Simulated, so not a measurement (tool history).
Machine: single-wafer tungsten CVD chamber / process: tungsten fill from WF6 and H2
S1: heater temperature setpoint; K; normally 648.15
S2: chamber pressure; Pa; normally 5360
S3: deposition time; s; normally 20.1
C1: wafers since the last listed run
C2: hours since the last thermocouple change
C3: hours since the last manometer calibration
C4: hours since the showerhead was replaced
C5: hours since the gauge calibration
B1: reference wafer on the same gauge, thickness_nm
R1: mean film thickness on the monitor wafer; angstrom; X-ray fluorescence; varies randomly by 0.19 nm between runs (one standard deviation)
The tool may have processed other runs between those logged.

| run | day | S1 | S2 | S3 | C1 | C2 | C3 | C4 | C5 | B1 | R1 |
|---|---|---|---|---|---|---|---|---|---|---|---|
| 1 | 0 | 648.15 | 5360 | 21.2 | 0 | 1109.9 | 1139.3 | 5326.6 | 386.6 | 50.569 | 438.9 |
| 2 | 0.658 | 648.15 | 5360 | 21.2 | 357 | 1125.7 | 1155.1 | 5342.4 | 402.4 | 50.535 | 437.44 |
| 3 | 2.017 | 657.15 | 6186 | 20.1 | 737 | 1158.3 | 1187.7 | 5375 | 435 | 50.66 | 554.01 |
| 4 | 2.683 | 657.15 | 6186 | 20.1 | 361 | 1174.3 | 1203.7 | 5391 | 451 | 50.545 | 553.26 |
| 5 | 3.221 | 657.15 | 6186 | 20.1 | 291 | 1187.2 | 1216.6 | 5403.9 | 463.9 | 50.637 | 548.34 |
| 6 | 3.742 | 648.15 | 5360 | 20.1 | 282 | 1199.7 | 1229.1 | 5416.4 | 476.4 | 50.646 | 413.31 |
| 7 | 5.192 | 648.15 | 5360 | 20.1 | 787 | 1234.5 | 1263.9 | 5451.2 | 511.2 | 50.588 | 412.88 |
| 8 | 6.058 | 648.15 | 5360 | 20.1 | 470 | 1255.3 | 1284.7 | 5472 | 532 | 50.652 | 410.21 |
| 9 | 7.283 | 648.15 | 5360 | 20.1 | 665 | 1284.7 | 1314.1 | 5501.4 | 561.4 | 50.553 | 410.97 |
| 10 | 8.1 | 648.15 | 5360 | 21.1 | 443 | 1304.3 | 1333.7 | 5521 | 581 | 50.491 | 430.81 |
| 11 | 8.696 | 648.15 | 5360 | 21.1 | 323 | 1318.6 | 1348 | 5535.3 | 595.3 | 50.681 | 431.33 |
| 12 | 9.946 | 648.15 | 5360 | 20.1 | 678 | 1348.6 | 1378 | 5565.3 | 625.3 | 50.58 | 407.28 |
|  | 10.921 | capacitance manometer re-zeroed and calibrated |
| 13 | 11.042 | 648.15 | 5360 | 20.1 | 413 | 1374.9 | 2.9 | 5591.6 | 651.6 | 50.584 | 424.35 |
| 14 | 12.192 | 644.15 | 6133 | 16.3 | 624 | 1402.5 | 30.5 | 5619.2 | 679.2 | 50.557 | 337.6 |
|  | 12.512 | gauge calibrated |
| 15 | 13.471 | 657.15 | 6186 | 20.1 | 694 | 1433.2 | 61.2 | 5649.9 | 23 | 50.62 | 564.54 |
| 16 | 14.212 | 662.15 | 4213 | 16.4 | 402 | 1451 | 79 | 5667.7 | 40.8 | 50.687 | 412.79 |
| 17 | 15.088 | 648.15 | 5360 | 20.1 | 475 | 1472 | 100 | 5688.7 | 61.8 | 50.522 | 423.61 |
| 18 | 15.829 | 648.15 | 4800 | 20.1 | 402 | 1489.8 | 117.8 | 5706.5 | 79.6 | 50.634 | 398.62 |
|  | 16.567 | showerhead replaced |
| 19 | 17.021 | 648.15 | 5360 | 21.1 | 466 | 1518.4 | 146.4 | 10.9 | 108.2 | 50.586 | 444.76 |
| 20 | 18.1 | 648.15 | 5360 | 21.2 | 585 | 1544.3 | 172.3 | 36.8 | 134.1 | 50.615 | 446.89 |
|  | 19.279 | thermocouple changed; heater temperature recalibrated |
| 21 | 19.35 | 648.15 | 4920 | 20.1 | 497 | 1.7 | 202.3 | 66.8 | 164.1 | 50.667 | 400.41 |
| 22 | 20.517 | 655.15 | 4626 | 18.4 | 633 | 29.7 | 230.3 | 94.8 | 192.1 | 50.541 | 417.45 |
| 23 | 24.758 | 657.15 | 5360 | 20.1 | 2302 | 131.5 | 332.1 | 196.6 | 293.9 | 50.515 | 521.07 |
| 24 | 25.358 | 648.15 | 5360 | 20.1 | 325 | 145.9 | 346.5 | 211 | 308.3 | 50.58 | 419.61 |
| 25 | 26.621 | 661.15 | 4386 | 16.7 | 685 | 176.2 | 376.8 | 241.3 | 338.6 | 50.578 | 418.87 |

What does the tool deliver on the next run?
| 26 | 27.808 | 662.15 | 5360 | 17.6 | 644 | 204.7 | 405.3 | 269.8 | 367.1 | ? | ? |

B1: 50.584
R1: 510.09 angstrom
Take away the tool's hidden state, keep the run-to-run variation as it was, and the same run would have given R1 516.85 angstrom.
